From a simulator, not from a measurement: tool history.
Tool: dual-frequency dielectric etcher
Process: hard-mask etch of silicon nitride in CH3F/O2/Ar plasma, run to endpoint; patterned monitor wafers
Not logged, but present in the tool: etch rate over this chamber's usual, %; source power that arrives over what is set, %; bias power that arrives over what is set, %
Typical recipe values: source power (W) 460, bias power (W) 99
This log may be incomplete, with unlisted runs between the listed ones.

run	day	source power (W)	bias power (W)	wafers since the last listed run	hours since the last wet clean	hours since the last source power generator calibration	hours since the last bias power generator calibration	hours since the last upper electrode change	incoming incoming film thickness, nm	endpoint time (s)
1	0	520	86	0	340.6	5101	4837.4	4202	47.96	70.7
2	0.438	520	86	153	351.1	5111.5	4847.9	4212.5	47.96	70.6
3	0.946	520	86	178	363.3	5123.7	4860.1	4224.7	48.46	71.2
4	1.267	460	99	112	371	5131.4	4867.8	4232.4	48.13	70.9
5	1.767	460	99	175	383	5143.4	4879.8	4244.4	48.16	71
6	2.329	460	99	197	396.5	5156.9	4893.3	4257.9	47.92	70.8
7	2.896	460	99	199	410.1	5170.5	4906.9	4271.5	47.8	71.1
8	3.458	460	99	197	423.6	5184	4920.4	4285	48.32	71.7
9	3.812	460	99	124	432.1	5192.5	4928.9	4293.5	48.07	72.1
10	6.054	460	99	789	485.9	5246.3	4982.7	4347.3	47.5	71.2
# day 6.404: bias power generator calibrated
11	6.483	460	99	92	496.2	5256.6	1.9	4357.6	47.81	71.9
# day 7.679: wet clean of the chamber
12	7.7	430	99	76	0.5	5285.8	31.1	4386.8	47.95	71
13	7.712	430	99	4	0.8	5286.1	31.4	4387.1	48.34	71
14	7.725	460	94	4	1.1	5286.4	31.7	4387.4	48.34	70.4
15	7.983	530	92	90	7.3	5292.6	37.9	4393.6	48.12	65.2
# day 9.558: upper electrode replaced, of another model than before
16	9.579	460	99	209	45.6	5330.9	76.2	0.5	47.75	67.2
17	9.592	420	99	4	45.9	5331.2	76.5	0.8	47.6	69.3
18	9.608	400	122	5	46.3	5331.6	76.9	1.2	47.56	65
19	9.833	460	122	79	51.7	5337	82.3	6.6	47.96	63.4
20	10.275	350	119	155	62.3	5347.6	92.9	17.2	48.21	69.8
21	10.592	550	99	111	69.9	5355.2	100.5	24.8	47.81	64.9
22	11.004	560	75	145	79.8	5365.1	110.4	34.7	47.93	71
# day 11.338: source power generator calibrated
23	11.354	460	99	64	88.2	0.4	118.8	43.1	48.03	69
24	11.833	460	99	168	99.7	11.9	130.3	54.6	48.14	69.1
25	12.529	430	99	244	116.4	28.6	147	71.3	47.84	69.7
26	13.183	460	86	230	132.1	44.3	162.7	87	47.58	72.2
27	13.704	390	117	183	144.6	56.8	175.2	99.5	47.99	67.6
28	14.004	530	121	105	151.8	64	182.4	106.7	47.66	60.6
29	14.646	460	99	225	167.2	79.4	197.8	122.1	47.65	68.5

Branching from run 29: 5 alternative next runs. What would each branch give?
A	14.662	460	121	5	167.6	79.8	198.2	122.5	48.27	?
B	14.662	390	80	5	167.6	79.8	198.2	122.5	48.27	?
C	14.662	550	118	5	167.6	79.8	198.2	122.5	48.27	?
D	14.662	430	88	5	167.6	79.8	198.2	122.5	48.27	?
E	14.662	390	108	5	167.6	79.8	198.2	122.5	48.27	?

run	endpoint time (s)
A	64.8
B	79
C	61.9
D	74.2
E	71
What these runs would have given with no unlogged condition in the tool:
run	endpoint time (s)
A	64.6
B	78.7
C	61.6
D	73.9
E	70.8

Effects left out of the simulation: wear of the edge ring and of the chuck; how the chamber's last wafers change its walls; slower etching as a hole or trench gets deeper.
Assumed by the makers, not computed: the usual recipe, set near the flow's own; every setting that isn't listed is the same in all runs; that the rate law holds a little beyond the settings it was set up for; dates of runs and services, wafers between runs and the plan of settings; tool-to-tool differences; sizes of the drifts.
